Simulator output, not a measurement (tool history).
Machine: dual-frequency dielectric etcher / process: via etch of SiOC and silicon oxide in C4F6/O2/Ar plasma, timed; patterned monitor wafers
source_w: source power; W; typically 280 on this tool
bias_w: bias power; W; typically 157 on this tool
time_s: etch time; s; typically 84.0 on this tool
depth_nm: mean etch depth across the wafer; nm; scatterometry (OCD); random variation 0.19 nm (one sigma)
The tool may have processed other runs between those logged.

run    hour  source_w  bias_w  time_s  read-back reference wafer on the same gauge, depth_nm  depth_nm
  1     0.0       250     157    68.5                                                   70.7      61.4
  2    31.2       250     157    68.5                                                   70.7      61.7
  3    87.2       250     157    68.5                                                   70.7      61.4
  4   125.4       280     157    84.0                                                   70.7      78.1
  5   162.8       280     157    84.0                                                   70.7      77.6
  6   198.2       280     157    84.0                                                   70.7      78.0
  7   223.9       280     157    84.0                                                   70.7      77.9
  8   291.7       280     157    84.0                                                   70.7      77.8
  9   321.0       280     157    84.0                                                   70.8      77.8
      350.8  -- wet clean of the chamber
 10   351.3       280     157    84.0                                                   70.7      77.9
      376.9  -- upper electrode replaced
 11   391.8       280     157    73.0                                                   70.7      67.6
 12   431.3       280     157    84.0                                                   70.7      77.8
 13   468.8       280     157    84.0                                                   70.7      77.9
      480.8  -- bias power generator calibrated
 14   493.2       330     129    70.0                                                   70.7      62.0
 15   540.5       280     157    84.0                                                   70.7      78.1
 16   579.4       280     157    73.0                                                   70.7      67.6
      607.6  -- source power generator calibrated
 17   640.9       280     157   108.5                                                   70.7     100.3
 18   703.0       280     157    84.0                                                   70.7      77.8
      731.4  -- wet clean of the chamber
      737.7  -- gauge calibrated
 19   746.4       340     194    64.5                                                   70.7      70.1
 20   785.6       280     157    84.0                                                   70.7      77.7
 21   813.4       240     126    84.0                                                   70.7      66.6
 22   884.5       280     170    84.0                                                   70.7      80.8
 23   926.2       280     118   102.0                                                   70.7      81.8
 24   992.9       320     138    59.5                                                   70.7      54.0
 25  1036.3       240     139    95.0                                                   70.7      79.2
     1097.0  -- wet clean of the chamber
 26  1097.5       280     191    93.0                                                   70.7      94.3

List, for all runs, the conditions of the tool that the log does not record:
etch rate over this chamber's usual, %: 0 on each run
source power that arrives over what is set, %: 0 on each run
bias power that arrives over what is set, %: 0 on each run
gauge reads high (%): 0 on each run
